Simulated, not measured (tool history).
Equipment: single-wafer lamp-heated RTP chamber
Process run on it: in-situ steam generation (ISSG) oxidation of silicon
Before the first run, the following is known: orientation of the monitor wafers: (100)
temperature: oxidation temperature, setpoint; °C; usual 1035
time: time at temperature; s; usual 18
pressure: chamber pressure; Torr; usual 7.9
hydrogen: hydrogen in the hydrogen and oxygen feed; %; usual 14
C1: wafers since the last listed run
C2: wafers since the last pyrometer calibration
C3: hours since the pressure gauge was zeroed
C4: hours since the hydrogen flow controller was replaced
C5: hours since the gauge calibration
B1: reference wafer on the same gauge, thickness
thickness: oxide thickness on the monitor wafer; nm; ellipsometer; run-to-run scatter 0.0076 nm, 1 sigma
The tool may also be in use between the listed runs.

run 1 hour=0.0 | temperature=1035 time=14 pressure=7.9 hydrogen=11 | C1=0 C2=1539 C3=796.3 C4=4698.0 C5=368.2 | B1=5.949 | thickness=4.253
run 2 hour=44.1 | temperature=1035 time=14 pressure=7.9 hydrogen=11 | C1=718 C2=2257 C3=840.4 C4=4742.1 C5=412.3 | B1=5.953 | thickness=4.238
run 3 hour=100.2 | temperature=1035 time=14 pressure=7.9 hydrogen=11 | C1=913 C2=3170 C3=896.5 C4=4798.2 C5=468.4 | B1=5.950 | thickness=4.270
run 4 hour=141.5 | temperature=1035 time=18 pressure=7.9 hydrogen=14 | C1=672 C2=3843 C3=937.8 C4=4839.5 C5=509.7 | B1=5.949 | thickness=5.130
run 5 hour=234.7 | temperature=1035 time=18 pressure=7.9 hydrogen=21 | C1=1517 C2=5361 C3=1031.0 C4=4932.7 C5=602.9 | B1=5.954 | thickness=5.638
run 6 hour=317.2 | temperature=1035 time=18 pressure=7.9 hydrogen=21 | C1=1343 C2=6704 C3=1113.5 C4=5015.2 C5=685.4 | B1=5.946 | thickness=5.662
-- hour=385.6 pyrometer window cleaned and pyrometer calibrated
run 7 hour=409.1 | temperature=1031 time=18 pressure=6.9 hydrogen=14 | C1=1366 C2=382 C3=1205.4 C4=5107.1 C5=777.3 | B1=5.951 | thickness=4.936
run 8 hour=449.7 | temperature=1035 time=24 pressure=8.8 hydrogen=11 | C1=661 C2=1044 C3=1246.0 C4=5147.7 C5=817.9 | B1=5.949 | thickness=5.621
run 9 hour=533.3 | temperature=1035 time=18 pressure=7.2 hydrogen=14 | C1=1361 C2=2405 C3=1329.6 C4=5231.3 C5=901.5 | B1=5.951 | thickness=5.084
run 10 hour=584.8 | temperature=1035 time=18 pressure=7.9 hydrogen=14 | C1=838 C2=3244 C3=1381.1 C4=5282.8 C5=953.0 | B1=5.947 | thickness=5.107
run 11 hour=677.8 | temperature=1035 time=12 pressure=7.9 hydrogen=14 | C1=1514 C2=4758 C3=1474.1 C4=5375.8 C5=1046.0 | B1=5.954 | thickness=4.185
-- hour=692.4 gauge calibrated
-- hour=715.7 hydrogen flow controller replaced
run 12 hour=716.1 | temperature=1035 time=18 pressure=8.7 hydrogen=14 | C1=493 C2=5251 C3=1512.4 C4=0.4 C5=23.7 | B1=5.951 | thickness=5.134
-- hour=745.6 pressure gauge zeroed
-- hour=782.8 pyrometer window cleaned and pyrometer calibrated
run 13 hour=822.8 | temperature=1035 time=22 pressure=7.9 hydrogen=17 | C1=1477 C2=650 C3=77.2 C4=107.1 C5=130.4 | B1=5.949 | thickness=5.880
run 14 hour=882.3 | temperature=1035 time=18 pressure=7.9 hydrogen=14 | C1=968 C2=1619 C3=136.7 C4=166.6 C5=189.9 | B1=5.949 | thickness=5.079
run 15 hour=987.9 | temperature=1015 time=18 pressure=8.7 hydrogen=24 | C1=1719 C2=3339 C3=242.3 C4=272.2 C5=295.5 | B1=5.951 | thickness=5.253

What would each run have given without the hidden state, its run-to-run variation left as it was?
What the log doesn't record here: true wafer temperature minus pyrometer reading, K; true pressure minus gauge reading, Torr; deviation of the hydrogen flow from its setpoint, %; gauge reads high (%).
run=1 thickness=4.231
run=2 thickness=4.208
run=3 thickness=4.230
run=4 thickness=5.070
run=5 thickness=5.550
run=6 thickness=5.554
run=7 thickness=4.920
run=8 thickness=5.591
run=9 thickness=5.041
run=10 thickness=5.053
run=11 thickness=4.131
run=12 thickness=5.052
run=13 thickness=5.865
run=14 thickness=5.054
run=15 thickness=5.208

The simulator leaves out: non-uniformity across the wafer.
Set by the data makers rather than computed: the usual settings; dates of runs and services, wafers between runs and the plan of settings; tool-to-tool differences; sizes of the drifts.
